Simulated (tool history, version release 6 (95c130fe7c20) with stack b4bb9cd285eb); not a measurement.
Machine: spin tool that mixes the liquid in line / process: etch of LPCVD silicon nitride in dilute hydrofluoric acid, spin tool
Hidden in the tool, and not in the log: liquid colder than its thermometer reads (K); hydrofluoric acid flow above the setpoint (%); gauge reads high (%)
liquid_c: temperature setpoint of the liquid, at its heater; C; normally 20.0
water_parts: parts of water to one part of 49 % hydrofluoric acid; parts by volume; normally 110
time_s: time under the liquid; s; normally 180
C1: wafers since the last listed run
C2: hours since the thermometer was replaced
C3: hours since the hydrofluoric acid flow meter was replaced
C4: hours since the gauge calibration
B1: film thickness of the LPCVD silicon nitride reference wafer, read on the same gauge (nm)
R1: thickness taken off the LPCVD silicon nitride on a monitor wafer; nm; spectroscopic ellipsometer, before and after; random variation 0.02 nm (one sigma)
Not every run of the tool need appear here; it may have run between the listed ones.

run 1 day=0.000 | liquid_c=20.0 water_parts=95 time_s=180 | C1=0 C2=908.6 C3=899.5 C4=172.7 | B1=39.980 | R1=0.575
run 2 day=0.738 | liquid_c=20.0 water_parts=110 time_s=180 | C1=73 C2=926.3 C3=917.2 C4=190.4 | B1=40.004 | R1=0.485
run 3 day=1.279 | liquid_c=20.0 water_parts=110 time_s=180 | C1=54 C2=939.3 C3=930.2 C4=203.4 | B1=40.027 | R1=0.525
run 4 day=2.496 | liquid_c=20.0 water_parts=110 time_s=180 | C1=121 C2=968.5 C3=959.4 C4=232.6 | B1=40.011 | R1=0.517
run 5 day=3.529 | liquid_c=20.0 water_parts=110 time_s=180 | C1=103 C2=993.3 C3=984.2 C4=257.4 | B1=40.007 | R1=0.488
run 6 day=4.400 | liquid_c=20.0 water_parts=110 time_s=180 | C1=87 C2=1014.2 C3=1005.1 C4=278.3 | B1=39.957 | R1=0.477
run 7 day=5.712 | liquid_c=20.0 water_parts=110 time_s=210 | C1=131 C2=1045.7 C3=1036.6 C4=309.8 | B1=40.015 | R1=0.627
-- day=6.604 hydrofluoric acid flow meter replaced
run 8 day=7.012 | liquid_c=20.0 water_parts=110 time_s=180 | C1=126 C2=1076.9 C3=9.8 C4=341.0 | B1=39.969 | R1=0.470
run 9 day=7.654 | liquid_c=20.0 water_parts=110 time_s=235 | C1=64 C2=1092.3 C3=25.2 C4=356.4 | B1=40.011 | R1=0.664
run 10 day=8.492 | liquid_c=20.0 water_parts=110 time_s=235 | C1=83 C2=1112.4 C3=45.3 C4=376.5 | B1=40.027 | R1=0.624
run 11 day=9.062 | liquid_c=20.0 water_parts=110 time_s=180 | C1=57 C2=1126.1 C3=59.0 C4=390.2 | B1=40.009 | R1=0.510
run 12 day=10.525 | liquid_c=20.0 water_parts=130 time_s=230 | C1=146 C2=1161.2 C3=94.1 C4=425.3 | B1=39.986 | R1=0.548
run 13 day=11.746 | liquid_c=17.0 water_parts=90 time_s=80 | C1=122 C2=1190.5 C3=123.4 C4=454.6 | B1=39.976 | R1=0.208
run 14 day=12.842 | liquid_c=17.0 water_parts=110 time_s=180 | C1=109 C2=1216.8 C3=149.7 C4=480.9 | B1=39.989 | R1=0.419
run 15 day=13.367 | liquid_c=17.0 water_parts=150 time_s=115 | C1=52 C2=1229.4 C3=162.3 C4=493.5 | B1=39.980 | R1=0.191
run 16 day=14.575 | liquid_c=20.0 water_parts=110 time_s=235 | C1=121 C2=1258.4 C3=191.3 C4=522.5 | B1=39.987 | R1=0.723
run 17 day=15.796 | liquid_c=20.0 water_parts=135 time_s=275 | C1=122 C2=1287.7 C3=220.6 C4=551.8 | B1=39.970 | R1=0.615
run 18 day=17.258 | liquid_c=20.0 water_parts=110 time_s=180 | C1=146 C2=1322.8 C3=255.7 C4=586.9 | B1=39.986 | R1=0.511
run 19 day=17.921 | liquid_c=18.5 water_parts=85 time_s=150 | C1=66 C2=1338.7 C3=271.6 C4=602.8 | B1=40.008 | R1=0.483
run 20 day=19.392 | liquid_c=24.0 water_parts=80 time_s=75 | C1=147 C2=1374.0 C3=306.9 C4=638.1 | B1=39.991 | R1=0.367
run 21 day=20.312 | liquid_c=22.0 water_parts=140 time_s=220 | C1=92 C2=1396.1 C3=329.0 C4=660.2 | B1=39.955 | R1=0.549
run 22 day=21.062 | liquid_c=20.0 water_parts=110 time_s=180 | C1=75 C2=1414.1 C3=347.0 C4=678.2 | B1=39.976 | R1=0.526
-- day=21.888 gauge calibrated
-- day=22.446 thermometer replaced
run 23 day=22.488 | liquid_c=17.0 water_parts=65 time_s=125 | C1=138 C2=1.0 C3=381.2 C4=14.4 | B1=40.051 | R1=0.452
run 24 day=23.338 | liquid_c=20.0 water_parts=110 time_s=180 | C1=85 C2=21.4 C3=401.6 C4=34.8 | B1=39.950 | R1=0.543
run 25 day=24.767 | liquid_c=22.0 water_parts=85 time_s=255 | C1=143 C2=55.7 C3=435.9 C4=69.1 | B1=39.959 | R1=1.059
run 26 day=25.746 | liquid_c=20.0 water_parts=110 time_s=180 | C1=98 C2=79.2 C3=459.4 C4=92.6 | B1=40.000 | R1=0.512
run 27 day=27.083 | liquid_c=23.5 water_parts=110 time_s=240 | C1=133 C2=111.3 C3=491.5 C4=124.7 | B1=40.039 | R1=0.844
run 28 day=28.012 | liquid_c=20.0 water_parts=110 time_s=180 | C1=93 C2=133.6 C3=513.8 C4=147.0 | B1=40.017 | R1=0.491
run 29 day=29.071 | liquid_c=24.5 water_parts=135 time_s=275 | C1=105 C2=159.0 C3=539.2 C4=172.4 | B1=39.954 | R1=0.804
run 30 day=29.700 | liquid_c=17.0 water_parts=135 time_s=180 | C1=63 C2=174.1 C3=554.3 C4=187.5 | B1=39.987 | R1=0.323
run 31 day=30.658 | liquid_c=17.0 water_parts=110 time_s=140 | C1=95 C2=197.1 C3=577.3 C4=210.5 | B1=39.978 | R1=0.347
run 32 day=31.179 | liquid_c=20.0 water_parts=150 time_s=180 | C1=52 C2=209.6 C3=589.8 C4=223.0 | B1=40.049 | R1=0.371

5 ways to go on from here, each from the tool as it stands after run 32. What would each give?
run A day=31.200 | liquid_c=22.0 water_parts=110 time_s=180 | C1=2 C2=210.1 C3=590.3 C4=223.5 | B1=? | R1=?
run B day=31.200 | liquid_c=18.0 water_parts=60 time_s=135 | C1=2 C2=210.1 C3=590.3 C4=223.5 | B1=? | R1=?
run C day=31.200 | liquid_c=17.0 water_parts=75 time_s=145 | C1=2 C2=210.1 C3=590.3 C4=223.5 | B1=? | R1=?
run D day=31.200 | liquid_c=21.5 water_parts=140 time_s=280 | C1=2 C2=210.1 C3=590.3 C4=223.5 | B1=? | R1=?
run E day=31.200 | liquid_c=17.0 water_parts=75 time_s=180 | C1=2 C2=210.1 C3=590.3 C4=223.5 | B1=? | R1=?

run=A B1=40.052 R1=0.558
run=B B1=40.052 R1=0.575
run=C B1=40.052 R1=0.463
run=D B1=40.052 R1=0.663
run=E B1=40.052 R1=0.575
Without the tool's hidden state the same runs would have given:
run=A R1=0.558
run=B R1=0.575
run=C R1=0.463
run=D R1=0.663
run=E R1=0.575

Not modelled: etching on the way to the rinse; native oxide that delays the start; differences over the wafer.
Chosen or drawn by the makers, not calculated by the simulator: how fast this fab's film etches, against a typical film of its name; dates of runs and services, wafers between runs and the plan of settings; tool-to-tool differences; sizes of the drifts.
